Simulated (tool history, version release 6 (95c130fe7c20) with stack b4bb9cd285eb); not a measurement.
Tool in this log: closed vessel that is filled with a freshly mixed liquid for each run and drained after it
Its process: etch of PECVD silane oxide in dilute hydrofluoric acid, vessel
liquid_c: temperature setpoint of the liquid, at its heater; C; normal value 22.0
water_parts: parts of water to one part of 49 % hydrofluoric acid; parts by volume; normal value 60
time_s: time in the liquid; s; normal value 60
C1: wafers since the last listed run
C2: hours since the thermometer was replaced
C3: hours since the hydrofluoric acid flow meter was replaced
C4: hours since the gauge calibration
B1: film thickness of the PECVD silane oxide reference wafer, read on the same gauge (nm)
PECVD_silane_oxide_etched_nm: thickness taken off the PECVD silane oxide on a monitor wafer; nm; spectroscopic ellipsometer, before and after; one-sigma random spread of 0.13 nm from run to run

run 1 hour=0.0 | liquid_c=22.0 water_parts=60 time_s=60 | C1=0 C2=2216.5 C3=934.3 C4=366.3 | B1=59.98 | PECVD_silane_oxide_etched_nm=12.99
-- hour=28.2 gauge calibrated
run 2 hour=100.3 | liquid_c=22.0 water_parts=60 time_s=60 | C1=11533 C2=2316.8 C3=1034.6 C4=72.1 | B1=59.98 | PECVD_silane_oxide_etched_nm=12.68
run 3 hour=114.8 | liquid_c=22.0 water_parts=60 time_s=60 | C1=1667 C2=2331.3 C3=1049.1 C4=86.6 | B1=60.00 | PECVD_silane_oxide_etched_nm=12.45
run 4 hour=141.1 | liquid_c=22.0 water_parts=60 time_s=60 | C1=3024 C2=2357.6 C3=1075.4 C4=112.9 | B1=60.00 | PECVD_silane_oxide_etched_nm=12.31
run 5 hour=202.2 | liquid_c=22.0 water_parts=60 time_s=60 | C1=7025 C2=2418.7 C3=1136.5 C4=174.0 | B1=60.02 | PECVD_silane_oxide_etched_nm=12.48
run 6 hour=238.0 | liquid_c=22.0 water_parts=60 time_s=60 | C1=4116 C2=2454.5 C3=1172.3 C4=209.8 | B1=59.98 | PECVD_silane_oxide_etched_nm=12.38
run 7 hour=250.7 | liquid_c=22.0 water_parts=80 time_s=60 | C1=1460 C2=2467.2 C3=1185.0 C4=222.5 | B1=60.00 | PECVD_silane_oxide_etched_nm=9.20
run 8 hour=266.4 | liquid_c=22.0 water_parts=60 time_s=60 | C1=1805 C2=2482.9 C3=1200.7 C4=238.2 | B1=60.00 | PECVD_silane_oxide_etched_nm=12.32
run 9 hour=302.0 | liquid_c=22.0 water_parts=60 time_s=60 | C1=4093 C2=2518.5 C3=1236.3 C4=273.8 | B1=59.99 | PECVD_silane_oxide_etched_nm=12.23
-- hour=315.3 hydrofluoric acid flow meter replaced
-- hour=327.0 thermometer replaced
run 10 hour=329.5 | liquid_c=18.5 water_parts=45 time_s=70 | C1=2932 C2=2.5 C3=14.2 C4=301.3 | B1=60.01 | PECVD_silane_oxide_etched_nm=19.21
-- hour=344.9 gauge calibrated
run 11 hour=347.6 | liquid_c=22.0 water_parts=60 time_s=60 | C1=2081 C2=20.6 C3=32.3 C4=2.7 | B1=60.02 | PECVD_silane_oxide_etched_nm=14.03
run 12 hour=362.2 | liquid_c=22.0 water_parts=60 time_s=45 | C1=1678 C2=35.2 C3=46.9 C4=17.3 | B1=60.02 | PECVD_silane_oxide_etched_nm=10.43
run 13 hour=384.5 | liquid_c=24.5 water_parts=60 time_s=60 | C1=2564 C2=57.5 C3=69.2 C4=39.6 | B1=60.00 | PECVD_silane_oxide_etched_nm=15.38
run 14 hour=405.2 | liquid_c=22.0 water_parts=60 time_s=60 | C1=2380 C2=78.2 C3=89.9 C4=60.3 | B1=60.00 | PECVD_silane_oxide_etched_nm=13.92
run 15 hour=428.8 | liquid_c=26.5 water_parts=85 time_s=60 | C1=2713 C2=101.8 C3=113.5 C4=83.9 | B1=60.00 | PECVD_silane_oxide_etched_nm=11.49
run 16 hour=456.5 | liquid_c=22.0 water_parts=40 time_s=30 | C1=3185 C2=129.5 C3=141.2 C4=111.6 | B1=60.00 | PECVD_silane_oxide_etched_nm=10.78
run 17 hour=472.3 | liquid_c=22.0 water_parts=40 time_s=60 | C1=1816 C2=145.3 C3=157.0 C4=127.4 | B1=60.01 | PECVD_silane_oxide_etched_nm=21.05

Forecast each of these 4 alternatives for the next run:
run A hour=473.0 | liquid_c=25.5 water_parts=60 time_s=60 | C1=80 C2=146.0 C3=157.7 C4=128.1 | B1=? | PECVD_silane_oxide_etched_nm=?
run B hour=473.0 | liquid_c=19.5 water_parts=35 time_s=95 | C1=80 C2=146.0 C3=157.7 C4=128.1 | B1=? | PECVD_silane_oxide_etched_nm=?
run C hour=473.0 | liquid_c=23.5 water_parts=80 time_s=60 | C1=80 C2=146.0 C3=157.7 C4=128.1 | B1=? | PECVD_silane_oxide_etched_nm=?
run D hour=473.0 | liquid_c=23.5 water_parts=50 time_s=60 | C1=80 C2=146.0 C3=157.7 C4=128.1 | B1=? | PECVD_silane_oxide_etched_nm=?

run=A B1=59.97 PECVD_silane_oxide_etched_nm=16.03
run=B B1=59.97 PECVD_silane_oxide_etched_nm=34.99
run=C B1=59.97 PECVD_silane_oxide_etched_nm=10.80
run=D B1=59.97 PECVD_silane_oxide_etched_nm=17.97
With the hidden condition removed and each run's random variation left untouched, the same runs would have given:
run=A PECVD_silane_oxide_etched_nm=16.28
run=B PECVD_silane_oxide_etched_nm=35.53
run=C PECVD_silane_oxide_etched_nm=10.98
run=D PECVD_silane_oxide_etched_nm=18.25
